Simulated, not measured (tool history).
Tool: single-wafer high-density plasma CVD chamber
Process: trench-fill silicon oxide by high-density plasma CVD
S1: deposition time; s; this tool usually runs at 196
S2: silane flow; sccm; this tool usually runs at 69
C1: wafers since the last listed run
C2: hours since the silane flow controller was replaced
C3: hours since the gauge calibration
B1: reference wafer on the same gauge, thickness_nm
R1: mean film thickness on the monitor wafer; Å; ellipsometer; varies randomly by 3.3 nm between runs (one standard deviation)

run   hour   S1  S2   C1      C2     C3        B1        R1
  1    0.0  196  69    0  1680.4  196.3  1139.521  14413.64
  2   11.2  196  69   76  1691.6  207.5  1141.409  14392.02
  3   38.9  196  69  189  1719.3  235.2  1140.218  14465.53
  4   55.9  196  69  116  1736.3  252.2  1139.505  14410.03
  5   70.8  196  61  101  1751.2  267.1  1140.337  12994.87
  6   84.5  196  61   93  1764.9  280.8  1139.941  12973.63
  7   92.2  196  61   52  1772.6  288.5  1139.926  12981.68
  8  107.1  196  69  101  1787.5  303.4  1140.641  14453.16
  9  122.6  196  69  105  1803.0  318.9  1140.026  14419.26
 10  137.4  196  69  101  1817.8  333.7  1140.522  14476.07
 11  154.6  196  69  117  1835.0  350.9  1141.002  14463.77
 12  168.0  196  69   91  1848.4  364.3  1139.629  14451.37
 13  179.1  213  69   75  1859.5  375.4  1140.699  15704.40
     180.5  -- gauge calibrated
 14  190.5  173  69   77  1870.9   10.0  1140.115  12806.13
 15  197.3  223  64   46  1877.7   16.8  1140.470  15474.35
 16  247.3  196  69  341  1927.7   66.8  1140.241  14515.36
 17  260.5  178  80   90  1940.9   80.0  1140.339  15066.10

What will run 18 give?
     269.0  -- silane flow controller replaced
 18  273.8  180  69  36  4.8  93.3   ?   ?

B1: 1141.818
R1: 12481.45 Å
Were there no unlogged condition in the tool, this run, its random variation unchanged, would have produced R1 12569.34 Å.
